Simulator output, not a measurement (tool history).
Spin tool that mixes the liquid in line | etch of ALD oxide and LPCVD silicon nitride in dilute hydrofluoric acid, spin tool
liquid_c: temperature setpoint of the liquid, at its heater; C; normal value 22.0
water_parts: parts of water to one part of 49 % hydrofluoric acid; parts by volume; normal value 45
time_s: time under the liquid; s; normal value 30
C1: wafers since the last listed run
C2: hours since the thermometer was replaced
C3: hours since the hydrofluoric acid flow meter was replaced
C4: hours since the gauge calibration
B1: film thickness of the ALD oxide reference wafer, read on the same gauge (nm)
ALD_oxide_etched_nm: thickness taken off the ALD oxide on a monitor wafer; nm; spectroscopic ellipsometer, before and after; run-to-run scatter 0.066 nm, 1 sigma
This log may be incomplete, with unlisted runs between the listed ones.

run 1 hour=0.0 | liquid_c=22.0 water_parts=45 time_s=30 | C1=0 C2=1046.6 C3=97.1 C4=1383.2 | B1=100.05 | ALD_oxide_etched_nm=11.04
run 2 hour=66.9 | liquid_c=22.0 water_parts=45 time_s=25 | C1=1014 C2=1113.5 C3=164.0 C4=1450.1 | B1=99.96 | ALD_oxide_etched_nm=9.06
run 3 hour=125.5 | liquid_c=22.0 water_parts=45 time_s=25 | C1=888 C2=1172.1 C3=222.6 C4=1508.7 | B1=100.00 | ALD_oxide_etched_nm=9.15
run 4 hour=222.6 | liquid_c=22.0 water_parts=45 time_s=25 | C1=1472 C2=1269.2 C3=319.7 C4=1605.8 | B1=100.00 | ALD_oxide_etched_nm=9.04
run 5 hour=272.0 | liquid_c=22.0 water_parts=45 time_s=40 | C1=749 C2=1318.6 C3=369.1 C4=1655.2 | B1=100.01 | ALD_oxide_etched_nm=14.59
run 6 hour=323.0 | liquid_c=22.0 water_parts=45 time_s=40 | C1=773 C2=1369.6 C3=420.1 C4=1706.2 | B1=99.99 | ALD_oxide_etched_nm=14.57
run 7 hour=429.5 | liquid_c=22.0 water_parts=45 time_s=30 | C1=1615 C2=1476.1 C3=526.6 C4=1812.7 | B1=99.97 | ALD_oxide_etched_nm=10.85
run 8 hour=523.9 | liquid_c=22.0 water_parts=45 time_s=30 | C1=1431 C2=1570.5 C3=621.0 C4=1907.1 | B1=100.02 | ALD_oxide_etched_nm=10.71
run 9 hour=571.7 | liquid_c=22.0 water_parts=45 time_s=30 | C1=724 C2=1618.3 C3=668.8 C4=1954.9 | B1=100.02 | ALD_oxide_etched_nm=10.65
run 10 hour=656.5 | liquid_c=22.0 water_parts=45 time_s=30 | C1=1286 C2=1703.1 C3=753.6 C4=2039.7 | B1=99.99 | ALD_oxide_etched_nm=10.77
-- hour=738.1 gauge calibrated
-- hour=740.5 hydrofluoric acid flow meter replaced
run 11 hour=742.3 | liquid_c=22.0 water_parts=30 time_s=30 | C1=1286 C2=1788.9 C3=1.8 C4=4.2 | B1=100.01 | ALD_oxide_etched_nm=15.72
run 12 hour=780.6 | liquid_c=22.0 water_parts=30 time_s=30 | C1=580 C2=1827.2 C3=40.1 C4=42.5 | B1=99.99 | ALD_oxide_etched_nm=15.64
run 13 hour=828.8 | liquid_c=26.5 water_parts=25 time_s=20 | C1=731 C2=1875.4 C3=88.3 C4=90.7 | B1=99.98 | ALD_oxide_etched_nm=15.29
run 14 hour=891.4 | liquid_c=25.0 water_parts=50 time_s=15 | C1=949 C2=1938.0 C3=150.9 C4=153.3 | B1=100.00 | ALD_oxide_etched_nm=5.16
-- hour=894.0 thermometer replaced
run 15 hour=994.1 | liquid_c=20.5 water_parts=60 time_s=35 | C1=1542 C2=100.1 C3=253.6 C4=256.0 | B1=99.99 | ALD_oxide_etched_nm=8.24
run 16 hour=1061.9 | liquid_c=22.0 water_parts=45 time_s=40 | C1=1028 C2=167.9 C3=321.4 C4=323.8 | B1=100.03 | ALD_oxide_etched_nm=13.37
run 17 hour=1111.2 | liquid_c=22.0 water_parts=45 time_s=30 | C1=747 C2=217.2 C3=370.7 C4=373.1 | B1=100.01 | ALD_oxide_etched_nm=10.22
-- hour=1147.5 hydrofluoric acid flow meter replaced, repeated, since the last time left the tool worse
run 18 hour=1246.6 | liquid_c=22.0 water_parts=45 time_s=30 | C1=2038 C2=352.6 C3=99.1 C4=508.5 | B1=100.03 | ALD_oxide_etched_nm=11.13
run 19 hour=1302.2 | liquid_c=22.0 water_parts=45 time_s=50 | C1=843 C2=408.2 C3=154.7 C4=564.1 | B1=100.02 | ALD_oxide_etched_nm=18.35
run 20 hour=1345.6 | liquid_c=22.0 water_parts=45 time_s=30 | C1=658 C2=451.6 C3=198.1 C4=607.5 | B1=100.03 | ALD_oxide_etched_nm=10.97
run 21 hour=1428.6 | liquid_c=22.0 water_parts=40 time_s=30 | C1=1258 C2=534.6 C3=281.1 C4=690.5 | B1=99.97 | ALD_oxide_etched_nm=12.43
run 22 hour=1500.7 | liquid_c=25.5 water_parts=45 time_s=20 | C1=1093 C2=606.7 C3=353.2 C4=762.6 | B1=100.03 | ALD_oxide_etched_nm=8.30
run 23 hour=1600.8 | liquid_c=27.0 water_parts=65 time_s=30 | C1=1518 C2=706.8 C3=453.3 C4=862.7 | B1=100.00 | ALD_oxide_etched_nm=8.94
run 24 hour=1652.1 | liquid_c=27.0 water_parts=45 time_s=15 | C1=778 C2=758.1 C3=504.6 C4=914.0 | B1=99.97 | ALD_oxide_etched_nm=6.63
run 25 hour=1689.2 | liquid_c=22.0 water_parts=60 time_s=20 | C1=562 C2=795.2 C3=541.7 C4=951.1 | B1=100.01 | ALD_oxide_etched_nm=5.26
run 26 hour=1797.0 | liquid_c=22.0 water_parts=45 time_s=30 | C1=1634 C2=903.0 C3=649.5 C4=1058.9 | B1=100.01 | ALD_oxide_etched_nm=10.75

Forecast each of these 4 alternatives for the next run:
run A hour=1797.4 | liquid_c=22.0 water_parts=60 time_s=30 | C1=6 C2=903.4 C3=649.9 C4=1059.3 | B1=? | ALD_oxide_etched_nm=?
run B hour=1797.4 | liquid_c=18.5 water_parts=55 time_s=25 | C1=6 C2=903.4 C3=649.9 C4=1059.3 | B1=? | ALD_oxide_etched_nm=?
run C hour=1797.4 | liquid_c=18.5 water_parts=25 time_s=25 | C1=6 C2=903.4 C3=649.9 C4=1059.3 | B1=? | ALD_oxide_etched_nm=?
run D hour=1797.4 | liquid_c=19.5 water_parts=45 time_s=30 | C1=6 C2=903.4 C3=649.9 C4=1059.3 | B1=? | ALD_oxide_etched_nm=?

run=A B1=100.01 ALD_oxide_etched_nm=7.91
run=B B1=100.01 ALD_oxide_etched_nm=6.24
run=C B1=100.01 ALD_oxide_etched_nm=14.22
run=D B1=100.01 ALD_oxide_etched_nm=9.67
Take away the tool's hidden state, keep each run's random variation, and the runs would have read:
run=A ALD_oxide_etched_nm=8.13
run=B ALD_oxide_etched_nm=6.41
run=C ALD_oxide_etched_nm=14.61
run=D ALD_oxide_etched_nm=9.94
